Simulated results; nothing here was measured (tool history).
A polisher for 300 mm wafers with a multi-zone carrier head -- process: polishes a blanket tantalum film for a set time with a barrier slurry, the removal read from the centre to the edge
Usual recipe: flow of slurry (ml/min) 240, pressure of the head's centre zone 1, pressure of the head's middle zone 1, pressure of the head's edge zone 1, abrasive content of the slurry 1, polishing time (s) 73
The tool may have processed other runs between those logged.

run	day	flow of slurry (ml/min)	pressure of the head's centre zone	pressure of the head's middle zone	pressure of the head's edge zone	abrasive content of the slurry	polishing time (s)	incoming thickness of the incoming film, nm	film removed at the wafer's centre (nm)	film removed at mid-radius (nm)	film removed at the wafer's edge (nm)
1	0	240	1	1	1	1	73	457.7	85.6	82.4	81.1
2	1.221	240	1	1	1	1	73	451.6	88.4	83.2	80
3	3.529	240	1.1	1	1.04	1.2	73	452.5	100.7	84.5	88
4	4.917	240	1	1	1	1	73	469	88.6	77.9	80.6
5	11.004	240	1.11	0.92	1	1	73	460	97.2	75.6	81
6	13.546	295	1	1	1	1	63	460.8	78.5	71.2	69.9
7	15.192	240	1	1	1	1	73	459.9	89.4	79.7	78.3
8	18.183	180	1	1.08	1	1.3	95	466.8	112	118	111.5
9	21.004	240	1	0.91	1	1	73	457.8	81.2	74.3	81.2
10	22.617	240	1	1	0.91	1	73	462.2	82.1	80.6	77.9
11	25.417	240	1	1.09	1	0.8	73	463.7	77.1	81.2	77
12	27.158	170	1	1	1	1	52	454	56.6	56.4	56.8
13	28.562	240	1	1	1	1	73	466.8	82.1	81.8	80.5
14	30.625	200	1	0.92	1	0.9	82	461.1	88.5	81.9	86.3
15	32.058	180	1.11	1.06	1	1.15	73	455.1	90	83.6	83.6
16	34.838	240	1	1	0.91	1	73	457.3	82.5	80.9	77.2
17	36.388	240	1	1	1	1	73	453.6	83	81.1	79.4
18	39.054	240	1	1	1	1	73	463.3	83.6	80.1	81.7
19	41.946	240	1	1	1	1.25	97	459.5	116.6	114	114.4
20	49.008	240	1	1	1	1	73	452.6	84.2	80.5	80.8
21	50.683	240	1	1	1	1.15	66	456.1	79.2	74.1	76.6

Removed from this log: 11 entries logged between the listed runs. Between which two listed runs does each belong, and how does the tool's hidden state at the listed run before it compare with that at the listed run after it?
Run 1 -> run 2: centre zone pressure recalibrated (day 0.292)
  deviation of the centre zone's pressure from its setpoint, %: 6.1 -> 11.6
  measured less the result without the state, film removed at the wafer's centre (nm): +3.9 -> +7.3
Run 2 -> run 3: worn pad replaced by a new one (day 2.633)
  deviation of the centre zone's pressure from its setpoint, %: 11.6 -> 12
  measured less the result without the state, film removed at the wafer's centre (nm): +7.3 -> +8.6
Run 4 -> run 5: edge zone pressure recalibrated (day 8.883)
  deviation of the centre zone's pressure from its setpoint, %: 12.2 -> 13
  measured less the result without the state, film removed at the wafer's centre (nm): +7.7 -> +9
Run 7 -> run 8: centre zone pressure recalibrated, repeated, since the last time left the tool worse (day 16.742)
  deviation of the centre zone's pressure from its setpoint, %: 13.6 -> -0.26
  measured less the result without the state, film removed at the wafer's centre (nm): +8.6 -> -0.3
Run 8 -> run 9: worn pad replaced by a new one (day 18.717); carrier head's membrane replaced by a new one (day 19.646)
  deviation of the centre zone's pressure from its setpoint, %: -0.26 -> 0.149
  measured less the result without the state, film removed at the wafer's centre (nm): -0.3 -> +0.1
Run 9 -> run 10: slurry nozzle cleaned (day 21.85)
  deviation of the centre zone's pressure from its setpoint, %: 0.149 -> 0.383
  measured less the result without the state, film removed at the wafer's centre (nm): +0.1 -> +0.2
Run 11 -> run 12: edge zone pressure recalibrated (day 26.979)
  deviation of the centre zone's pressure from its setpoint, %: 0.788 -> 1.04
  measured less the result without the state, film removed at the wafer's centre (nm): +0.5 -> +0.5
Run 17 -> run 18: worn pad replaced by a new one (day 37.767)
  deviation of the centre zone's pressure from its setpoint, %: 2.38 -> 2.76
  measured less the result without the state, film removed at the wafer's centre (nm): +1.5 -> +1.7
Run 19 -> run 20: slurry nozzle cleaned (day 45.338); edge zone pressure recalibrated (day 45.717)
  deviation of the centre zone's pressure from its setpoint, %: 3.18 -> 4.21
  measured less the result without the state, film removed at the wafer's centre (nm): +2.9 -> +2.7

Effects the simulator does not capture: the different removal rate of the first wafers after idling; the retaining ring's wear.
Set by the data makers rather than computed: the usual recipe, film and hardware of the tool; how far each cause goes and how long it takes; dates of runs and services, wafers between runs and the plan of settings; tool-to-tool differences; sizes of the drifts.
